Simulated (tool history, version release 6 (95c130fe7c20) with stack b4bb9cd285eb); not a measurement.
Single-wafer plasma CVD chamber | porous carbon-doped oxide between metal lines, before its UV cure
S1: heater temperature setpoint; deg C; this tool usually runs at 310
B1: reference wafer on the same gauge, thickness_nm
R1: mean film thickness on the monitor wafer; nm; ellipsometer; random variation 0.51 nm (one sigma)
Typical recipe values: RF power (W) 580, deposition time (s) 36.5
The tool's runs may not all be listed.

{"run": 1, "hour": 0.0, "S1": 310, "RF power (W)": 580, "deposition time (s)": 36.5, "B1": 161.023, "R1": 192.956}
{"run": 2, "hour": 24.1, "S1": 310, "RF power (W)": 580, "deposition time (s)": 36.5, "B1": 160.967, "R1": 192.883}
{"run": 3, "hour": 38.1, "S1": 303, "RF power (W)": 580, "deposition time (s)": 36.5, "B1": 161.014, "R1": 198.913}
{"run": 4, "hour": 70.8, "S1": 303, "RF power (W)": 580, "deposition time (s)": 36.5, "B1": 161.054, "R1": 199.039}
{"run": 5, "hour": 84.0, "S1": 310, "RF power (W)": 580, "deposition time (s)": 32.5, "B1": 160.947, "R1": 172.698}
{"run": 6, "hour": 98.7, "S1": 310, "RF power (W)": 580, "deposition time (s)": 32.5, "B1": 161.027, "R1": 173.025}
{"run": 7, "hour": 123.1, "S1": 310, "RF power (W)": 580, "deposition time (s)": 32.5, "B1": 160.99, "R1": 171.934}
{"run": 8, "hour": 142.7, "S1": 310, "RF power (W)": 580, "deposition time (s)": 36.5, "B1": 160.994, "R1": 193.242}
{"run": 9, "hour": 176.9, "S1": 310, "RF power (W)": 580, "deposition time (s)": 36.5, "B1": 160.917, "R1": 192.196}
{"run": 10, "hour": 199.5, "S1": 310, "RF power (W)": 580, "deposition time (s)": 36.5, "B1": 160.975, "R1": 193.016}
{"run": 11, "hour": 233.7, "S1": 310, "RF power (W)": 580, "deposition time (s)": 36.5, "B1": 161.002, "R1": 193.002}
{"run": 12, "hour": 258.3, "S1": 310, "RF power (W)": 580, "deposition time (s)": 36.5, "B1": 160.994, "R1": 192.074}
{"run": 13, "hour": 294.1, "S1": 310, "RF power (W)": 580, "deposition time (s)": 36.5, "B1": 161.011, "R1": 193.764}
{"hour": 312.9, "done": "RF generator calibrated"}
{"run": 14, "hour": 325.4, "S1": 310, "RF power (W)": 580, "deposition time (s)": 36.5, "B1": 161.054, "R1": 193.037}
{"hour": 355.7, "done": "thermocouple changed; heater temperature recalibrated"}
{"run": 15, "hour": 356.2, "S1": 310, "RF power (W)": 580, "deposition time (s)": 33.2, "B1": 160.934, "R1": 173.211}
{"run": 16, "hour": 376.3, "S1": 320, "RF power (W)": 580, "deposition time (s)": 36.5, "B1": 160.944, "R1": 181.173}
{"run": 17, "hour": 409.5, "S1": 310, "RF power (W)": 580, "deposition time (s)": 30.8, "B1": 161.006, "R1": 161.267}
{"run": 18, "hour": 435.4, "S1": 318, "RF power (W)": 475, "deposition time (s)": 42.3, "B1": 161.045, "R1": 180.925}
{"run": 19, "hour": 468.1, "S1": 300, "RF power (W)": 525, "deposition time (s)": 31.8, "B1": 161.013, "R1": 160.634}
{"run": 20, "hour": 496.6, "S1": 310, "RF power (W)": 580, "deposition time (s)": 41.6, "B1": 160.905, "R1": 214.414}
{"run": 21, "hour": 509.1, "S1": 310, "RF power (W)": 475, "deposition time (s)": 36.5, "B1": 160.964, "R1": 161.644}
{"run": 22, "hour": 523.7, "S1": 303, "RF power (W)": 525, "deposition time (s)": 40.8, "B1": 161.021, "R1": 202.463}
{"run": 23, "hour": 536.4, "S1": 301, "RF power (W)": 580, "deposition time (s)": 36.5, "B1": 161.046, "R1": 197.989}
{"run": 24, "hour": 548.9, "S1": 316, "RF power (W)": 550, "deposition time (s)": 38.4, "B1": 161.07, "R1": 186.35}
{"hour": 567.9, "done": "thermocouple changed; heater temperature recalibrated, repeated, since the last time left the tool worse"}
{"run": 25, "hour": 568.4, "S1": 310, "RF power (W)": 580, "deposition time (s)": 41.6, "B1": 160.92, "R1": 222.52}
{"hour": 576.9, "done": "showerhead replaced"}
{"run": 26, "hour": 594.8, "S1": 310, "RF power (W)": 580, "deposition time (s)": 36.5, "B1": 160.939, "R1": 196.437}
{"hour": 620.5, "done": "gauge calibrated"}
{"run": 27, "hour": 630.6, "S1": 319, "RF power (W)": 510, "deposition time (s)": 30.6, "B1": 160.943, "R1": 144.253}
{"run": 28, "hour": 644.0, "S1": 310, "RF power (W)": 580, "deposition time (s)": 36.5, "B1": 161.008, "R1": 195.945}
{"run": 29, "hour": 751.6, "S1": 310, "RF power (W)": 580, "deposition time (s)": 36.5, "B1": 160.987, "R1": 196.119}
{"run": 30, "hour": 769.1, "S1": 306, "RF power (W)": 580, "deposition time (s)": 36.5, "B1": 160.993, "R1": 199.152}
{"run": 31, "hour": 788.7, "S1": 302, "RF power (W)": 500, "deposition time (s)": 33, "B1": 160.999, "R1": 164.351}
{"run": 32, "hour": 812.4, "S1": 310, "RF power (W)": 470, "deposition time (s)": 36.5, "B1": 160.961, "R1": 166.567}
{"run": 33, "hour": 832.9, "S1": 310, "RF power (W)": 580, "deposition time (s)": 40.2, "B1": 160.987, "R1": 215.083}

Give the tool's hidden conditions for every run:
delivered RF power above the setpoint (%): 0 at every run
gauge reads high (%): 0 at every run
H1: wafer temperature above the value expected at the setpoint (K)
run=1 H1=3.74
run=2 H1=3.78
run=3 H1=3.8
run=4 H1=3.85
run=5 H1=3.87
run=6 H1=3.9
run=7 H1=3.94
run=8 H1=3.97
run=9 H1=4.02
run=10 H1=4.06
run=11 H1=4.11
run=12 H1=4.15
run=13 H1=4.21
run=14 H1=4.26
run=15 H1=7.46
run=16 H1=7.5
run=17 H1=7.55
run=18 H1=7.59
run=19 H1=7.64
run=20 H1=7.69
run=21 H1=7.71
run=22 H1=7.73
run=23 H1=7.75
run=24 H1=7.77
run=25 H1=-0.177
run=26 H1=-0.134
run=27 H1=-0.077
run=28 H1=-0.0555
run=29 H1=0.117
run=30 H1=0.145
run=31 H1=0.176
run=32 H1=0.214
run=33 H1=0.247
